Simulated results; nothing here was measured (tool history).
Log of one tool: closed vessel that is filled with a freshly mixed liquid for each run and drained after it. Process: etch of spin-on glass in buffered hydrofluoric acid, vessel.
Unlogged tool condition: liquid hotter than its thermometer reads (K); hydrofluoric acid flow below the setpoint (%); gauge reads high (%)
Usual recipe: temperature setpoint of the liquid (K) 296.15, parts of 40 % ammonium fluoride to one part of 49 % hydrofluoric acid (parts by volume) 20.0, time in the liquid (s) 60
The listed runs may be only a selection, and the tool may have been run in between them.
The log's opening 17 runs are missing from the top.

run	day	temperature setpoint of the liquid (K)	parts of 40 % ammonium fluoride to one part of 49 % hydrofluoric acid (parts by volume)	time in the liquid (s)	wafers since the last listed run	hours since the thermometer was replaced	hours since the hydrofluoric acid flow meter was replaced	hours since the gauge calibration	read-back film thickness of the spin-on glass reference wafer, read on the same gauge (nm)	thickness taken off the spin-on glass on a monitor wafer (Å)
18	53.738	292.65	20.0	50	8683	607.7	112.2	604.8	59.97	610.6
19	57.362	296.15	24.0	45	8898	694.7	199.2	691.8	59.97	594.8
20	58.996	296.15	20.0	60	4009	733.9	238.4	731.0	60.01	886.3
21	63.254	292.65	20.0	90	10453	836.1	340.6	833.2	60.00	1088.1
22	65.708	296.15	24.0	45	6024	895.0	399.5	892.1	60.01	588.2
# day 67.404: thermometer replaced
23	68.712	291.65	20.0	60	7272	31.4	471.6	964.2	59.98	684.7
24	71.904	298.65	20.0	30	7834	108.0	548.2	1040.8	60.02	498.4
25	76.354	296.15	20.0	60	10923	214.8	655.0	1147.6	59.98	870.9
26	78.375	296.15	20.0	90	4960	263.3	703.5	1196.1	60.00	1304.2
27	82.242	296.15	22.5	60	9491	356.1	796.3	1288.9	60.00	803.7
28	85.350	296.15	20.0	60	7630	430.7	870.9	1363.5	60.03	858.8
29	91.529	298.15	15.0	70	15168	579.0	1019.2	1511.8	60.03	1471.5
# day 93.862: gauge calibrated
30	94.083	296.15	20.0	35	6269	640.3	1080.5	5.3	59.98	498.5
31	95.604	300.15	27.0	85	3733	676.8	1117.0	41.8	59.97	1238.0
32	97.562	296.15	20.0	60	4807	723.8	1164.0	88.8	60.00	864.0
33	101.425	296.15	20.0	60	9481	816.5	1256.7	181.5	59.99	859.7

4 ways to go on from here, each from the tool as it stands after run 33. What would each give?
A	101.454	296.15	20.0	70	71	817.2	1257.4	182.2	?	?
B	101.454	296.15	16.0	30	71	817.2	1257.4	182.2	?	?
C	101.454	296.15	17.5	60	71	817.2	1257.4	182.2	?	?
D	101.454	298.15	16.0	75	71	817.2	1257.4	182.2	?	?

run	read-back film thickness of the spin-on glass reference wafer, read on the same gauge (nm)	thickness taken off the spin-on glass on a monitor wafer (Å)
A	60.02	1004.4
B	60.02	526.7
C	60.02	964.3
D	60.02	1468.9
Without the tool's unlogged condition, the same runs would have read:
run	thickness taken off the spin-on glass on a monitor wafer (Å)
A	1047.9
B	559.6
C	1024.7
D	1560.6

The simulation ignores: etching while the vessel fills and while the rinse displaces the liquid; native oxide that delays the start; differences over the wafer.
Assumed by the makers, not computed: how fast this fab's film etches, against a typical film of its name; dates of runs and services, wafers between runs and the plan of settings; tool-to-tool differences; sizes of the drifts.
